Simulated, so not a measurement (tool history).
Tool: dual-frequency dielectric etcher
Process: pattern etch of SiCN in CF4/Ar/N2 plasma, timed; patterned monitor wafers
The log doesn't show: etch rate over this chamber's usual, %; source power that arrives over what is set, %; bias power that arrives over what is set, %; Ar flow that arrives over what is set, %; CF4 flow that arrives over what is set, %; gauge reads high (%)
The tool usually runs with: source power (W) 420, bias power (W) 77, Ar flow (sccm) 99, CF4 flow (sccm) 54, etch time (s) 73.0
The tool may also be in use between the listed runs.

run	day	source power (W)	bias power (W)	Ar flow (sccm)	CF4 flow (sccm)	etch time (s)	wafers since the last listed run	hours since the last wet clean	hours since the last source power generator calibration	hours since the last bias power generator calibration	hours since the last Ar flow controller change	hours since the last CF4 flow controller change	hours since the last upper electrode change	hours since the gauge calibration	read-back reference wafer on the same gauge, depth_nm	mean etch depth across the wafer (nm)
1	0.000	420	77	99	54	73.0	0	99.8	2747.8	2971.8	2709.4	112.1	1717.7	92.0	72.2	63.0
2	1.700	420	77	99	54	73.0	607	140.6	2788.6	3012.6	2750.2	152.9	1758.5	132.8	72.2	62.4
3	3.150	420	77	99	54	73.0	518	175.4	2823.4	3047.4	2785.0	187.7	1793.3	167.6	72.2	62.1
# day 4.275: Ar flow controller replaced
4	4.496	420	77	99	54	73.0	391	207.7	2855.7	3079.7	5.3	220.0	1825.6	199.9	72.2	61.9
# day 11.688: wet clean of the chamber
5	11.796	420	77	92	54	73.0	2253	2.6	3030.9	3254.9	180.5	395.2	2000.8	375.1	72.2	64.7
# day 12.058: source power generator calibrated
# day 13.758: bias power generator calibrated
6	14.629	420	77	99	54	73.0	894	70.6	61.7	20.9	248.5	463.2	2068.8	443.1	72.2	63.1
7	16.221	420	77	99	54	73.0	569	108.8	99.9	59.1	286.7	501.4	2107.0	481.3	72.3	63.1
8	17.967	420	77	99	54	73.0	624	150.7	141.8	101.0	328.6	543.3	2148.9	523.2	72.2	62.7
9	20.588	420	64	116	49	73.0	937	213.6	204.7	163.9	391.5	606.2	2211.8	586.1	72.2	54.7
10	21.717	460	77	99	54	61.5	403	240.7	231.8	191.0	418.6	633.3	2238.9	613.2	72.2	55.0
11	23.071	420	77	99	54	73.0	484	273.2	264.3	223.5	451.1	665.8	2271.4	645.7	72.2	61.7
# day 25.592: upper electrode replaced
12	25.612	420	77	112	45	60.0	551	334.2	325.3	284.5	512.1	726.8	0.5	706.7	72.2	47.6
13	27.500	490	77	112	50	55.0	675	379.5	370.6	329.8	557.4	772.1	45.8	752.0	72.2	47.9
14	28.929	470	77	99	54	73.0	511	413.8	404.9	364.1	591.7	806.4	80.1	786.3	72.3	64.4
# day 30.367: wet clean of the chamber
15	31.767	380	77	110	64	65.0	657	33.6	473.0	432.2	659.8	874.5	148.2	854.4	72.1	53.3
16	33.292	420	77	99	58	67.5	545	70.2	509.6	468.8	696.4	911.1	184.8	891.0	72.2	58.8
17	35.962	420	77	99	54	73.0	955	134.3	573.7	532.9	760.5	975.2	248.9	955.1	72.3	61.4
18	39.238	460	89	99	54	73.0	1171	212.9	652.3	611.5	839.1	1053.8	327.5	1033.7	72.2	69.3
19	40.454	420	77	114	54	73.0	435	242.1	681.5	640.7	868.3	1083.0	356.7	1062.9	72.2	59.7
20	41.879	420	77	99	54	73.0	509	276.3	715.7	674.9	902.5	1117.2	390.9	1097.1	72.2	61.1

Each row is a separate what-if for the run after 20, all from the same tool condition, not one after another. Results?
A	41.896	420	77	99	54	73.0	5	276.7	716.1	675.3	902.9	1117.6	391.3	1097.5	?	?
B	41.896	420	77	109	54	73.0	5	276.7	716.1	675.3	902.9	1117.6	391.3	1097.5	?	?
C	41.896	420	61	99	54	60.5	5	276.7	716.1	675.3	902.9	1117.6	391.3	1097.5	?	?
D	41.896	420	89	99	54	73.0	5	276.7	716.1	675.3	902.9	1117.6	391.3	1097.5	?	?
E	41.896	480	65	124	60	73.0	5	276.7	716.1	675.3	902.9	1117.6	391.3	1097.5	?	?

run	read-back reference wafer on the same gauge, depth_nm	mean etch depth across the wafer (nm)
A	72.2	61.3
B	72.2	60.1
C	72.2	46.6
D	72.2	64.9
E	72.2	60.5
Had the tool no hidden state, the same runs would have come out as:
run	mean etch depth across the wafer (nm)
A	63.6
B	62.4
C	48.3
D	67.3
E	62.8

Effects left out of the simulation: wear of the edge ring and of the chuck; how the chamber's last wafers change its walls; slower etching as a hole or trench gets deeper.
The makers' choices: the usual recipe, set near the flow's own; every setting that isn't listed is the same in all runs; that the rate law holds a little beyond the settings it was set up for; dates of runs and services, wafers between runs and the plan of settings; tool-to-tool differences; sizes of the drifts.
